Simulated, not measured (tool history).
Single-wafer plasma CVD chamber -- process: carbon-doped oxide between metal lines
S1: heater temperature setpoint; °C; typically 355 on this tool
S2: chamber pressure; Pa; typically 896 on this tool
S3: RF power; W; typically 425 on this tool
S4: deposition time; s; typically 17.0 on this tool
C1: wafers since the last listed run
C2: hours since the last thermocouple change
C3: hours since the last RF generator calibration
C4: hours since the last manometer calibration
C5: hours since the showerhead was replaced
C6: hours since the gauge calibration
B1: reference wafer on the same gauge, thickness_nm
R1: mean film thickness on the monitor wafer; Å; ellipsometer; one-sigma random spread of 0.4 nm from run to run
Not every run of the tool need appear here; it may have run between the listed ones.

Run 1, day 0.000: usual settings; C1 0; C2 1421.5; C3 2376.3; C4 2017.5; C5 4989.2; C6 711.9; B1 107.429. Result: R1 833.95 Å.
Run 2, day 1.425: usual settings; C1 902; C2 1455.7; C3 2410.5; C4 2051.7; C5 5023.4; C6 746.1; B1 107.588. Result: R1 832.11 Å.
Run 3, day 3.321: usual settings but S4 17.9 s; C1 1201; C2 1501.2; C3 2456.0; C4 2097.2; C5 5068.9; C6 791.6; B1 107.310. Result: R1 873.67 Å.
Run 4, day 4.062: usual settings but S1 362 °C, S4 15.4 s; C1 469; C2 1519.0; C3 2473.8; C4 2115.0; C5 5086.7; C6 809.4; B1 107.242. Result: R1 742.85 Å.
Run 5, day 5.012: usual settings but S1 362 °C, S4 15.4 s; C1 601; C2 1541.8; C3 2496.6; C4 2137.8; C5 5109.5; C6 832.2; B1 107.345. Result: R1 736.55 Å.
Run 6, day 9.138: usual settings but S1 362 °C, S4 15.4 s; C1 2613; C2 1640.8; C3 2595.6; C4 2236.8; C5 5208.5; C6 931.2; B1 107.294. Result: R1 737.64 Å.
Run 7, day 10.367: usual settings but S1 351 °C; C1 778; C2 1670.3; C3 2625.1; C4 2266.3; C5 5238.0; C6 960.7; B1 107.259. Result: R1 836.32 Å.
Run 8, day 11.696: usual settings; C1 842; C2 1702.2; C3 2657.0; C4 2298.2; C5 5269.9; C6 992.6; B1 107.268. Result: R1 826.36 Å.
Run 9, day 12.700: usual settings; C1 636; C2 1726.3; C3 2681.1; C4 2322.3; C5 5294.0; C6 1016.7; B1 107.452. Result: R1 828.40 Å.
Run 10, day 13.604: usual settings; C1 572; C2 1748.0; C3 2702.8; C4 2344.0; C5 5315.7; C6 1038.4; B1 107.335. Result: R1 823.15 Å.
At day 13.988: thermocouple changed; heater temperature recalibrated.
Run 11, day 14.242: usual settings but S1 349 °C; C1 192; C2 6.1; C3 2718.1; C4 2359.3; C5 5331.0; C6 1053.7; B1 107.214. Result: R1 841.51 Å.
Run 12, day 15.183: usual settings but S1 365 °C, S2 953 Pa, S3 455 W, S4 14.1 s; C1 596; C2 28.7; C3 2740.7; C4 2381.9; C5 5353.6; C6 1076.3; B1 107.396. Result: R1 720.80 Å.
At day 15.442: gauge calibrated.
At day 17.767: capacitance manometer re-zeroed and calibrated.
Run 13, day 17.788: usual settings but S3 400 W; C1 1438; C2 91.2; C3 2803.2; C4 0.5; C5 5416.1; C6 56.3; B1 107.399. Result: R1 770.77 Å.
At day 18.738: showerhead replaced.
At day 21.133: RF generator calibrated.
Run 14, day 21.262: usual settings but S3 380 W, S4 20.2 s; C1 1779; C2 174.6; C3 3.1; C4 83.9; C5 60.6; C6 139.7; B1 107.482. Result: R1 956.04 Å.
Run 15, day 22.338: usual settings but S4 15.9 s; C1 681; C2 200.4; C3 28.9; C4 109.7; C5 86.4; C6 165.5; B1 107.503. Result: R1 841.39 Å.
Run 16, day 23.729: usual settings but S1 365 °C, S3 355 W, S4 15.9 s; C1 881; C2 233.8; C3 62.3; C4 143.1; C5 119.8; C6 198.9; B1 107.427. Result: R1 681.50 Å.
Run 17, day 24.617: usual settings but S3 485 W, S4 18.9 s; C1 562; C2 255.1; C3 83.6; C4 164.4; C5 141.1; C6 220.2; B1 107.462. Result: R1 1123.46 Å.
Run 18, day 25.362: usual settings but S1 363 °C, S2 771 Pa, S3 500 W, S4 18.1 s; C1 472; C2 273.0; C3 101.5; C4 182.3; C5 159.0; C6 238.1; B1 107.620. Result: R1 1053.93 Å.
Run 19, day 28.892: usual settings but S2 1019 Pa; C1 2235; C2 357.7; C3 186.2; C4 267.0; C5 243.7; C6 322.8; B1 107.522. Result: R1 904.80 Å.
Run 20, day 29.804: usual settings but S3 480 W, S4 20.3 s; C1 578; C2 379.6; C3 208.1; C4 288.9; C5 265.6; C6 344.7; B1 107.498. Result: R1 1186.18 Å.
Run 21, day 30.712: usual settings; C1 575; C2 401.4; C3 229.9; C4 310.7; C5 287.4; C6 366.5; B1 107.556. Result: R1 897.63 Å.
Run 22, day 31.475: usual settings but S1 344 °C, S2 1016 Pa, S3 480 W; C1 483; C2 419.7; C3 248.2; C4 329.0; C5 305.7; C6 384.8; B1 107.429. Result: R1 1033.54 Å.
Run 23, day 32.238: usual settings; C1 483; C2 438.0; C3 266.5; C4 347.3; C5 324.0; C6 403.1; B1 107.379. Result: R1 889.51 Å.
Run 24, day 33.642: usual settings but S2 707 Pa, S3 495 W, S4 16.1 s; C1 889; C2 471.7; C3 300.2; C4 381.0; C5 357.7; C6 436.8; B1 107.347. Result: R1 953.46 Å.
Run 25, day 34.762: usual settings; C1 710; C2 498.6; C3 327.1; C4 407.9; C5 384.6; C6 463.7; B1 107.718. Result: R1 882.76 Å.
Run 26, day 35.775: usual settings but S3 500 W, S4 16.0 s; C1 641; C2 522.9; C3 351.4; C4 432.2; C5 408.9; C6 488.0; B1 107.519. Result: R1 959.90 Å.
Run 27, day 36.875: usual settings; C1 696; C2 549.3; C3 377.8; C4 458.6; C5 435.3; C6 514.4; B1 107.626. Result: R1 895.23 Å.
Run 28, day 37.892: usual settings but S1 343 °C, S3 475 W; C1 644; C2 573.7; C3 402.2; C4 483.0; C5 459.7; C6 538.8; B1 107.589. Result: R1 1018.98 Å.

Below, each run's measurement less what the same run would have read without the hidden state. Both values contain the same run-to-run variation, but the gauge's scatter may not be the same in both:
The tool's hidden condition here consists of: wafer temperature above the value expected at the setpoint (K); delivered RF power above the setpoint (%); true pressure above the setpoint (%); gauge reads high (%).
run      R1
  1  -69.67
  2  -70.47
  3  -75.31
  4  -64.47
  5  -64.50
  6  -67.05
  7  -76.86
  8  -76.84
  9  -77.71
 10  -77.82
 11  -79.99
 12  -66.89
 13  -77.50
 14   -4.56
 15   -4.44
 16   -4.38
 17   -6.46
 18   -6.46
 19   -8.62
 20  -10.37
 21   -9.62
 22  -10.01
 23  -10.42
 24  -10.21
 25  -11.81
 26  -11.42
 27  -13.21
 28  -13.58
